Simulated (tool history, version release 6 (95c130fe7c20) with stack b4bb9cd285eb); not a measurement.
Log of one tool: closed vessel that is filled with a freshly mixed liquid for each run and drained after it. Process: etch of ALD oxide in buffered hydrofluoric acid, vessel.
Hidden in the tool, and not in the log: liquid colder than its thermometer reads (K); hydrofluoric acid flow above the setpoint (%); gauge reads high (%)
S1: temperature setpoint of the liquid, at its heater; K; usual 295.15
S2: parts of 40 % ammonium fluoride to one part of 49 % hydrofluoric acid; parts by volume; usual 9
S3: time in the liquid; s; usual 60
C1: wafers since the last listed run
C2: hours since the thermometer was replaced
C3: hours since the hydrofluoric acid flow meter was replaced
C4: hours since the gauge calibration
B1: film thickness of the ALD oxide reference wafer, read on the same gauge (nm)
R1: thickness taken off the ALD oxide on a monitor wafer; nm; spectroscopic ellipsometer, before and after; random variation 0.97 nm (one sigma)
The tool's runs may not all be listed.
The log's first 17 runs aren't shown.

run 18 hour=1083.3 | S1=295.15 S2=9 S3=60 | C1=6257 C2=1214.2 C3=120.8 C4=1449.4 | B1=79.98 | R1=139.03
-- hour=1087.6 gauge calibrated
run 19 hour=1188.1 | S1=295.15 S2=10 S3=60 | C1=8095 C2=1319 C3=225.6 C4=100.5 | B1=80.01 | R1=129.63
run 20 hour=1269.5 | S1=291.65 S2=11.5 S3=85 | C1=6287 C2=1400.4 C3=307 C4=181.9 | B1=79.98 | R1=132.89
-- hour=1328.5 thermometer replaced
run 21 hour=1363.4 | S1=293.65 S2=8 S3=80 | C1=7176 C2=34.9 C3=400.9 C4=275.8 | B1=79.99 | R1=199.73
run 22 hour=1436.1 | S1=295.15 S2=8 S3=60 | C1=5615 C2=107.6 C3=473.6 C4=348.5 | B1=79.97 | R1=164.04
run 23 hour=1496 | S1=299.65 S2=11.5 S3=35 | C1=4627 C2=167.5 C3=533.5 C4=408.4 | B1=80 | R1=87.49
run 24 hour=1548.9 | S1=299.65 S2=5.5 S3=80 | C1=4086 C2=220.4 C3=586.4 C4=461.3 | B1=80 | R1=395.53
-- hour=1592 hydrofluoric acid flow meter replaced
run 25 hour=1619.9 | S1=293.65 S2=9 S3=60 | C1=5407 C2=291.4 C3=27.9 C4=532.3 | B1=79.99 | R1=126.3
run 26 hour=1685.7 | S1=295.15 S2=9 S3=60 | C1=5082 C2=357.2 C3=93.7 C4=598.1 | B1=79.99 | R1=137.48
run 27 hour=1772 | S1=297.65 S2=7.5 S3=80 | C1=6666 C2=443.5 C3=180 C4=684.4 | B1=80.02 | R1=255.93
run 28 hour=1873.7 | S1=291.65 S2=11.5 S3=50 | C1=7856 C2=545.2 C3=281.7 C4=786.1 | B1=79.98 | R1=79.21
run 29 hour=1921.9 | S1=291.65 S2=9 S3=30 | C1=3723 C2=593.4 C3=329.9 C4=834.3 | B1=80.01 | R1=58.22
-- hour=2172.5 hydrofluoric acid flow meter replaced
run 30 hour=2191.4 | S1=293.65 S2=12 S3=60 | C1=20740 C2=862.9 C3=18.9 C4=1103.8 | B1=80.04 | R1=97.51
run 31 hour=2244.5 | S1=290.15 S2=5.5 S3=95 | C1=4101 C2=916 C3=72 C4=1156.9 | B1=80 | R1=261.23
run 32 hour=2308 | S1=295.15 S2=6 S3=75 | C1=4905 C2=979.5 C3=135.5 C4=1220.4 | B1=79.99 | R1=254.97
run 33 hour=2398.3 | S1=291.65 S2=9 S3=30 | C1=6975 C2=1069.8 C3=225.8 C4=1310.7 | B1=80.03 | R1=57.12
run 34 hour=2481.3 | S1=292.65 S2=12 S3=45 | C1=6411 C2=1152.8 C3=308.8 C4=1393.7 | B1=80.04 | R1=71.6

Forecast each of these 4 alternatives for the next run:
run A hour=2482 | S1=295.15 S2=9 S3=60 | C1=54 C2=1153.5 C3=309.5 C4=1394.4 | B1=? | R1=?
run B hour=2482 | S1=295.15 S2=10.5 S3=45 | C1=54 C2=1153.5 C3=309.5 C4=1394.4 | B1=? | R1=?
run C hour=2482 | S1=295.15 S2=9 S3=35 | C1=54 C2=1153.5 C3=309.5 C4=1394.4 | B1=? | R1=?
run D hour=2482 | S1=299.15 S2=11 S3=60 | C1=54 C2=1153.5 C3=309.5 C4=1394.4 | B1=? | R1=?

run=A B1=80.02 R1=142.33
run=B B1=80.02 R1=94.63
run=C B1=80.02 R1=83.02
run=D B1=80.02 R1=150.11
Without the tool's hidden state the same runs would have given:
run=A R1=134.61
run=B R1=90.1
run=C R1=78.52
run=D R1=142.8
